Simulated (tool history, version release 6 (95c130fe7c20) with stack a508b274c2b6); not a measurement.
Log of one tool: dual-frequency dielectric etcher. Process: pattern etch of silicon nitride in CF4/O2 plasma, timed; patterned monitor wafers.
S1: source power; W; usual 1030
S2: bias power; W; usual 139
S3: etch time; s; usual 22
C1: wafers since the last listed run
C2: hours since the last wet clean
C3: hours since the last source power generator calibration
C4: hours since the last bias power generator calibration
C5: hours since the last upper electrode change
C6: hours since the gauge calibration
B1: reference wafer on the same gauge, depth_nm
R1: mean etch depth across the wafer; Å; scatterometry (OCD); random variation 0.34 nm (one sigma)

run 1 hour=0 | S1=1030 S2=125 S3=22 | C1=0 C2=202.3 C3=2280.5 C4=3430.1 C5=2591 C6=1538.1 | B1=60.1 | R1=702
run 2 hour=27.9 | S1=1030 S2=139 S3=22 | C1=525 C2=230.2 C3=2308.4 C4=3458 C5=2618.9 C6=1566 | B1=60.1 | R1=729
-- hour=123.5 bias power generator calibrated
run 3 hour=231.8 | S1=1030 S2=139 S3=22 | C1=3767 C2=434.1 C3=2512.3 C4=108.3 C5=2822.8 C6=1769.9 | B1=60.1 | R1=736
-- hour=258.1 wet clean of the chamber
run 4 hour=271.8 | S1=1030 S2=139 S3=22 | C1=301 C2=13.7 C3=2552.3 C4=148.3 C5=2862.8 C6=1809.9 | B1=60.1 | R1=711
run 5 hour=297.9 | S1=1030 S2=121 S3=22 | C1=491 C2=39.8 C3=2578.4 C4=174.4 C5=2888.9 C6=1836 | B1=60.1 | R1=677
run 6 hour=326.9 | S1=1030 S2=154 S3=22 | C1=546 C2=68.8 C3=2607.4 C4=203.4 C5=2917.9 C6=1865 | B1=60.1 | R1=736
run 7 hour=354.4 | S1=1030 S2=165 S3=22 | C1=518 C2=96.3 C3=2634.9 C4=230.9 C5=2945.4 C6=1892.5 | B1=60.1 | R1=751
run 8 hour=405 | S1=870 S2=139 S3=26.5 | C1=953 C2=146.9 C3=2685.5 C4=281.5 C5=2996 C6=1943.1 | B1=60.1 | R1=738
run 9 hour=452.5 | S1=1030 S2=156 S3=24 | C1=895 C2=194.4 C3=2733 C4=329 C5=3043.5 C6=1990.6 | B1=60.1 | R1=810
-- hour=504.5 source power generator calibrated
run 10 hour=513.9 | S1=890 S2=174 S3=27 | C1=1081 C2=255.8 C3=9.4 C4=390.4 C5=3104.9 C6=2052 | B1=60.1 | R1=865
run 11 hour=584.2 | S1=1030 S2=139 S3=16.5 | C1=1324 C2=326.1 C3=79.7 C4=460.7 C5=3175.2 C6=2122.3 | B1=60.1 | R1=567
-- hour=615 gauge calibrated
run 12 hour=640.9 | S1=1030 S2=139 S3=22 | C1=1068 C2=382.8 C3=136.4 C4=517.4 C5=3231.9 C6=25.9 | B1=60.1 | R1=756
-- hour=709.4 wet clean of the chamber
run 13 hour=709.9 | S1=1030 S2=167 S3=18.5 | C1=848 C2=0.5 C3=205.4 C4=586.4 C5=3300.9 C6=94.9 | B1=60.1 | R1=659
run 14 hour=725.4 | S1=930 S2=159 S3=27.5 | C1=292 C2=16 C3=220.9 C4=601.9 C5=3316.4 C6=110.4 | B1=60.1 | R1=878
-- hour=766 upper electrode replaced
run 15 hour=782.7 | S1=1030 S2=139 S3=22 | C1=627 C2=73.3 C3=278.2 C4=659.2 C5=16.7 C6=167.7 | B1=60.1 | R1=736
run 16 hour=820.8 | S1=1030 S2=139 S3=22 | C1=717 C2=111.4 C3=316.3 C4=697.3 C5=54.8 C6=205.8 | B1=60.1 | R1=739
run 17 hour=894.2 | S1=1030 S2=139 S3=22 | C1=1383 C2=184.8 C3=389.7 C4=770.7 C5=128.2 C6=279.2 | B1=60.1 | R1=735
run 18 hour=931.5 | S1=1030 S2=154 S3=22 | C1=702 C2=222.1 C3=427 C4=808 C5=165.5 C6=316.5 | B1=60.1 | R1=777
run 19 hour=997.4 | S1=1030 S2=119 S3=22 | C1=1241 C2=288 C3=492.9 C4=873.9 C5=231.4 C6=382.4 | B1=60.1 | R1=706
run 20 hour=1059.6 | S1=1130 S2=157 S3=22 | C1=1172 C2=350.2 C3=555.1 C4=936.1 C5=293.6 C6=444.6 | B1=60.1 | R1=846
run 21 hour=1084.3 | S1=1030 S2=139 S3=22 | C1=465 C2=374.9 C3=579.8 C4=960.8 C5=318.3 C6=469.3 | B1=60.1 | R1=750
-- hour=1141.7 wet clean of the chamber
run 22 hour=1142.2 | S1=1250 S2=121 S3=26 | C1=638 C2=0.5 C3=637.7 C4=1018.7 C5=376.2 C6=527.2 | B1=60.1 | R1=975
run 23 hour=1159.4 | S1=1030 S2=109 S3=16.5 | C1=324 C2=17.7 C3=654.9 C4=1035.9 C5=393.4 C6=544.4 | B1=60.1 | R1=503
run 24 hour=1195.4 | S1=1150 S2=163 S3=24.5 | C1=678 C2=53.7 C3=690.9 C4=1071.9 C5=429.4 C6=580.4 | B1=60.1 | R1=948
run 25 hour=1263.2 | S1=790 S2=139 S3=22 | C1=1277 C2=121.5 C3=758.7 C4=1139.7 C5=497.2 C6=648.2 | B1=60.2 | R1=576
run 26 hour=1297.9 | S1=1030 S2=139 S3=23.5 | C1=653 C2=156.2 C3=793.4 C4=1174.4 C5=531.9 C6=682.9 | B1=60.1 | R1=785
run 27 hour=1339.4 | S1=1030 S2=139 S3=22 | C1=782 C2=197.7 C3=834.9 C4=1215.9 C5=573.4 C6=724.4 | B1=60.1 | R1=736
run 28 hour=1375.3 | S1=1030 S2=161 S3=22 | C1=676 C2=233.6 C3=870.8 C4=1251.8 C5=609.3 C6=760.3 | B1=60 | R1=776
run 29 hour=1405.2 | S1=1280 S2=168 S3=22 | C1=563 C2=263.5 C3=900.7 C4=1281.7 C5=639.2 C6=790.2 | B1=60.1 | R1=950

Hidden state at the last listed run before each entry between runs and at the first one after, where it differs:
Between runs 2 and 3: bias power generator calibrated (hour 123.5)
  etch rate over this chamber's usual, %: 2.55 -> 4.03; source power that arrives over what is set, %: -3.31 -> -3.6
  measured less the result without the state, R1: -4 -> +5 Å
Between runs 3 and 4: wet clean of the chamber (hour 258.1)
  etch rate over this chamber's usual, %: 4.03 -> -0.041; source power that arrives over what is set, %: -3.6 -> -3.66
  measured less the result without the state, R1: +5 -> -25 Å
Between runs 9 and 10: source power generator calibrated (hour 504.5)
  etch rate over this chamber's usual, %: 1.27 -> 1.72; source power that arrives over what is set, %: -3.92 -> 0.205
  measured less the result without the state, R1: -19 -> +16 Å
Between runs 11 and 12: gauge calibrated (hour 615)
  etch rate over this chamber's usual, %: 2.23 -> 2.64; source power that arrives over what is set, %: 0.102 -> 0.0198
  measured less the result without the state, R1: +13 -> +20 Å
Between runs 12 and 13: wet clean of the chamber (hour 709.4)
  etch rate over this chamber's usual, %: 2.64 -> -0.116; source power that arrives over what is set, %: 0.0198 -> -0.0807
  measured less the result without the state, R1: +20 -> -1 Å
Between runs 14 and 15: upper electrode replaced (hour 766)
  etch rate over this chamber's usual, %: -0.00368 -> 0.413; source power that arrives over what is set, %: -0.103 -> -0.187
  measured less the result without the state, R1: -1 -> +2 Å
Between runs 21 and 22: wet clean of the chamber (hour 1141.7)
  etch rate over this chamber's usual, %: 2.61 -> -0.276; source power that arrives over what is set, %: -0.626 -> -0.71
  measured less the result without the state, R1: +15 -> -9 Å
